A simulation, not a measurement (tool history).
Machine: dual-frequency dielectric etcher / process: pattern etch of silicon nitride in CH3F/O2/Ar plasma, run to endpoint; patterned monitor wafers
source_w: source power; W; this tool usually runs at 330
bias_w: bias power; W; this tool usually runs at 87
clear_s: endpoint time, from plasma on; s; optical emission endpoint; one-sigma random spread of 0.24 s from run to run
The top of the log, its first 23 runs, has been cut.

| run | hour | source_w | bias_w | wafers since the last listed run | hours since the last wet clean | hours since the last source power generator calibration | hours since the last bias power generator calibration | hours since the last upper electrode change | incoming incoming film thickness, nm | clear_s |
|---|---|---|---|---|---|---|---|---|---|---|
| 24 | 1897.6 | 260 | 73 | 612 | 114 | 597.4 | 212.1 | 414.1 | 50.3 | 83.4 |
| 25 | 1936.2 | 330 | 87 | 370 | 152.6 | 636 | 250.7 | 452.7 | 50.4 | 70.5 |
| 26 | 1986.9 | 310 | 103 | 486 | 203.3 | 686.7 | 301.4 | 503.4 | 50.7 | 67.7 |
| 27 | 2086.9 | 330 | 87 | 958 | 303.3 | 786.7 | 401.4 | 603.4 | 50.4 | 71.4 |
| 28 | 2181.8 | 310 | 75 | 909 | 398.2 | 881.6 | 496.3 | 698.3 | 51 | 79.8 |
| 29 | 2371.3 | 330 | 104 | 1816 | 587.7 | 1071.1 | 685.8 | 887.8 | 50.7 | 67.9 |
|  | 2428 | wet clean of the chamber |
| 30 | 2437.5 | 330 | 87 | 404 | 9.5 | 1137.3 | 752 | 954 | 50.9 | 70.7 |
| 31 | 2511.4 | 410 | 76 | 708 | 83.4 | 1211.2 | 825.9 | 1027.9 | 50.5 | 69.3 |
| 32 | 2554.9 | 380 | 78 | 417 | 126.9 | 1254.7 | 869.4 | 1071.4 | 50.5 | 71 |
| 33 | 2642.1 | 390 | 76 | 835 | 214.1 | 1341.9 | 956.6 | 1158.6 | 50.7 | 72 |
| 34 | 2718.9 | 330 | 87 | 736 | 290.9 | 1418.7 | 1033.4 | 1235.4 | 50.7 | 71.9 |
| 35 | 2757 | 290 | 67 | 365 | 329 | 1456.8 | 1071.5 | 1273.5 | 50.7 | 86.1 |
| 36 | 2843.7 | 330 | 87 | 831 | 415.7 | 1543.5 | 1158.2 | 1360.2 | 50.8 | 73.3 |

Here are 3 independent what-if runs from the current tool condition. What would each one return?
| A | 2844.1 | 330 | 94 | 3 | 416.1 | 1543.9 | 1158.6 | 1360.6 | 50.3 | ? |
| B | 2844.1 | 370 | 87 | 3 | 416.1 | 1543.9 | 1158.6 | 1360.6 | 50.3 | ? |
| C | 2844.1 | 300 | 87 | 3 | 416.1 | 1543.9 | 1158.6 | 1360.6 | 50.3 | ? |

| run | clear_s |
|---|---|
| A | 70 |
| B | 69.5 |
| C | 75.2 |
Had the tool no hidden state, the same runs would have come out as:
| run | clear_s |
|---|---|
| A | 67.7 |
| B | 67.2 |
| C | 72.7 |
